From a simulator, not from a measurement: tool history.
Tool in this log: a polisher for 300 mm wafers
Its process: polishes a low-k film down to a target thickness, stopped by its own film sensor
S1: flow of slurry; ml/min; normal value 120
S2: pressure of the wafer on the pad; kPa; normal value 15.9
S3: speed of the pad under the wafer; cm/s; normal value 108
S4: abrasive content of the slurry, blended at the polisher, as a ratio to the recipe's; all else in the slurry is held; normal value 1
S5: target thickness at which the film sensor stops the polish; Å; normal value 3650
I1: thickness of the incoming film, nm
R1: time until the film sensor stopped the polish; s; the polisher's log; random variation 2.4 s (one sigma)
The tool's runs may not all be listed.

run    hour   S1    S2   S3    S4    S5     I1     R1
  1       0  120  15.9  108     1  3650  426.3  113.6
  2    65.8  120  15.9  108     1  3650  426.6  118.3
      228.4  -- worn pad replaced by a new one
  3   229.5  120  17.2  134   0.9  3650  432.5    115
  4   259.3  120  15.9  108   1.1  3650  435.1  132.4
  5   284.2  120  13.8  108     1  3530  420.6  140.1
  6   325.1  140  15.9   76     1  3650  432.7  152.6
  7     371  120  15.9  118  0.85  3870  427.3   77.8
      386.6  -- slurry blender recalibrated
  8   411.3  120  15.9  108   1.1  3540  426.4    131
        445  -- slurry nozzle cleaned
  9   456.1  120  17.9  132     1  3720  433.6   92.4
      473.7  -- conditioning disc replaced and pad reconditioned
 10   484.5  120  17.9  108     1  3590    436  130.5
 11   548.5  155  15.9  108     1  3850  428.6   80.9
 12   596.3  120  13.8  108   1.1  3760  430.2  105.9
 13     662  120  15.9   80   0.9  3770    430  122.7
 14   732.3  100  15.9  144  0.75  3420  428.7  157.1
      776.6  -- worn pad replaced by a new one
 15   783.9  120  15.9  108     1  3650  433.6  136.3
 16   825.1  120  15.9  108     1  3650  433.2  135.2
 17   857.2  120  17.9  108     1  3750  430.9  106.6
      911.1  -- slurry nozzle cleaned
 18   914.6  120  15.9  108     1  3650    427  134.2
      943.9  -- slurry blender recalibrated
 19   986.5  120  15.9  126   1.2  3650  425.7  100.6
 20  1022.4  120  15.9   94     1  3650  426.8  125.4
     1062.3  -- conditioning disc replaced and pad reconditioned
 21    1085  120  15.9  108     1  3850  429.8   84.6
 22  1149.6  120  15.9  124     1  3590  432.6  130.7
     1182.3  -- head pressure recalibrated
 23    1211  105  15.9  108     1  3650  436.4  140.5
 24    1266  120  15.9  108     1  3650  429.6  122.3
     1286.9  -- worn pad replaced by a new one
 25  1326.5  150  15.9   80     1  3650  428.1  140.9
 26  1397.7  120  13.1  108     1  3430  427.1  193.6

Consider 3 possible next runs. They are alternatives, not a sequence: every one starts from the tool as it was left by run 26. What does each give?
  A  1398.2  120  15.9  108     1  3590  428.2   ?
  B  1398.2  120  20.7  108     1  3650  428.2   ?
  C  1398.2  110  15.9  108  0.75  3550  428.2   ?

run     R1
  A  142.6
  B  110.9
  C  166.7
Had the tool no hidden state, the same runs would have come out as:
run     R1
  A  126.5
  B   98.4
  C  146.4
